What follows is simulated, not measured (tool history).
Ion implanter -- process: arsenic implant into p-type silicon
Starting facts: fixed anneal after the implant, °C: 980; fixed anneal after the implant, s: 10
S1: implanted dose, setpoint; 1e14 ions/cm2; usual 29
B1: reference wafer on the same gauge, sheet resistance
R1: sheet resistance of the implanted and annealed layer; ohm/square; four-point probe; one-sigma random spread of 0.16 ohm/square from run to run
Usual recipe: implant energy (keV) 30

Run 1, hour 0: usual settings; B1 115.02. Result: R1 107.77 ohm/square.
Run 2, hour 20.4: usual settings; B1 114.97. Result: R1 107.85 ohm/square.
At hour 45.9: Faraday cup replaced and dose calibrated.
Run 3, hour 55: usual settings; B1 115. Result: R1 107.2 ohm/square.
Run 4, hour 92.9: usual settings; B1 115. Result: R1 107.3 ohm/square.
Run 5, hour 113.9: usual settings but S1 23.29 1e14 ions/cm2; B1 115.01. Result: R1 110.11 ohm/square.
At hour 121.7: gauge calibrated.
Run 6, hour 136.7: usual settings but S1 23.29 1e14 ions/cm2; B1 115. Result: R1 110.33 ohm/square.
Run 7, hour 165.4: usual settings but S1 23.29 1e14 ions/cm2; B1 114.99. Result: R1 110.25 ohm/square.
Run 8, hour 189.1: usual settings; B1 115. Result: R1 107.4 ohm/square.
Run 9, hour 205.3: usual settings; B1 115. Result: R1 107.54 ohm/square.
Run 10, hour 234.9: usual settings; B1 114.98. Result: R1 107.51 ohm/square.
Run 11, hour 249.3: usual settings; B1 115.02. Result: R1 107.57 ohm/square.
Run 12, hour 270.4: usual settings; B1 114.96. Result: R1 107.47 ohm/square.
Run 13, hour 303.9: usual settings; B1 114.99. Result: R1 107.75 ohm/square.
Run 14, hour 323.1: usual settings but implant energy (keV) 39; B1 115.02. Result: R1 93.11 ohm/square.
Run 15, hour 345.7: usual settings but S1 33.08 1e14 ions/cm2; B1 115. Result: R1 106.76 ohm/square.
Run 16, hour 359.9: usual settings but S1 32.27 1e14 ions/cm2, implant energy (keV) 36.5; B1 115. Result: R1 95.29 ohm/square.
Run 17, hour 394.5: usual settings but S1 33.26 1e14 ions/cm2, implant energy (keV) 34.5; B1 114.99. Result: R1 98.35 ohm/square.
Run 18, hour 413.8: usual settings; B1 114.98. Result: R1 107.62 ohm/square.
Run 19, hour 440.1: usual settings; B1 115.01. Result: R1 107.96 ohm/square.
Run 20, hour 471.4: usual settings but S1 20.51 1e14 ions/cm2, implant energy (keV) 23; B1 115. Result: R1 129.11 ohm/square.
Run 21, hour 494.6: usual settings; B1 115.02. Result: R1 108.09 ohm/square.
Run 22, hour 530.5: usual settings; B1 115.02. Result: R1 108.27 ohm/square.
At hour 564.8: Faraday cup replaced and dose calibrated.
Run 23, hour 565.2: usual settings; B1 115. Result: R1 107.45 ohm/square.
Run 24, hour 592.2: usual settings; B1 114.97. Result: R1 107.31 ohm/square.
At hour 621.7: extraction supply calibrated.
Run 25, hour 622.2: usual settings; B1 115. Result: R1 104.88 ohm/square.
Run 26, hour 642.7: usual settings but S1 25.17 1e14 ions/cm2, implant energy (keV) 37; B1 114.97. Result: R1 95.34 ohm/square.
Run 27, hour 678.3: usual settings but S1 26.41 1e14 ions/cm2; B1 115.01. Result: R1 105.97 ohm/square.
Run 28, hour 699.8: usual settings but implant energy (keV) 23.5; B1 114.98. Result: R1 119.57 ohm/square.
Run 29, hour 719.4: usual settings but S1 31.37 1e14 ions/cm2, implant energy (keV) 34; B1 114.95. Result: R1 96.88 ohm/square.
Run 30, hour 740.6: usual settings but S1 24.5 1e14 ions/cm2, implant energy (keV) 21; B1 115.02. Result: R1 129.54 ohm/square.
Run 31, hour 762: usual settings but implant energy (keV) 21; B1 114.99. Result: R1 127.09 ohm/square.
Run 32, hour 788.4: usual settings but S1 24.32 1e14 ions/cm2, implant energy (keV) 20; B1 114.96. Result: R1 132.44 ohm/square.
Run 33, hour 802.2: usual settings but S1 25.83 1e14 ions/cm2, implant energy (keV) 21.5; B1 115. Result: R1 127.05 ohm/square.
Run 34, hour 837.2: usual settings; B1 115.01. Result: R1 104.75 ohm/square.
Run 35, hour 859: usual settings but S1 35.09 1e14 ions/cm2, implant energy (keV) 27.5; B1 114.99. Result: R1 108.11 ohm/square.
Run 36, hour 878.5: usual settings but S1 23.73 1e14 ions/cm2, implant energy (keV) 37.5; B1 115.02. Result: R1 95.46 ohm/square.
Run 37, hour 908.1: usual settings but implant energy (keV) 32.5; B1 115.05. Result: R1 100.64 ohm/square.

Pick out some run-to-run changes in R1. Of each, how much would a tool without hidden state show as well, from the settings, what came in and chance, and how much is left for the hidden state and any gauge scatter not in both results compared?
What the log doesn't record here: deviation of the true dose from the Faraday cup's reading, %; deviation of the true energy from its setpoint, %; gauge reads high (%).
Run 19 -> 20: S1 29 -> 20.51, implant energy (keV) 30 -> 23. R1 +21.15 ohm/square: hidden state +0.57, all else +20.58.
Run 22 -> 23: Faraday cup replaced and dose calibrated. R1 -0.82 ohm/square: hidden state -0.52, all else -0.3.
Run 24 -> 25: extraction supply calibrated. R1 -2.43 ohm/square: hidden state -2.82, all else +0.39.
Run 28 -> 29: S1 29 -> 31.37, implant energy (keV) 23.5 -> 34. R1 -22.69 ohm/square: hidden state +0.04, all else -22.73.
Run 29 -> 30: S1 31.37 -> 24.5, implant energy (keV) 34 -> 21. R1 +32.66 ohm/square: hidden state +0.06, all else +32.6.
Run 33 -> 34: S1 25.83 -> 29, implant energy (keV) 21.5 -> 30. R1 -22.3 ohm/square: hidden state +0.04, all else -22.34.
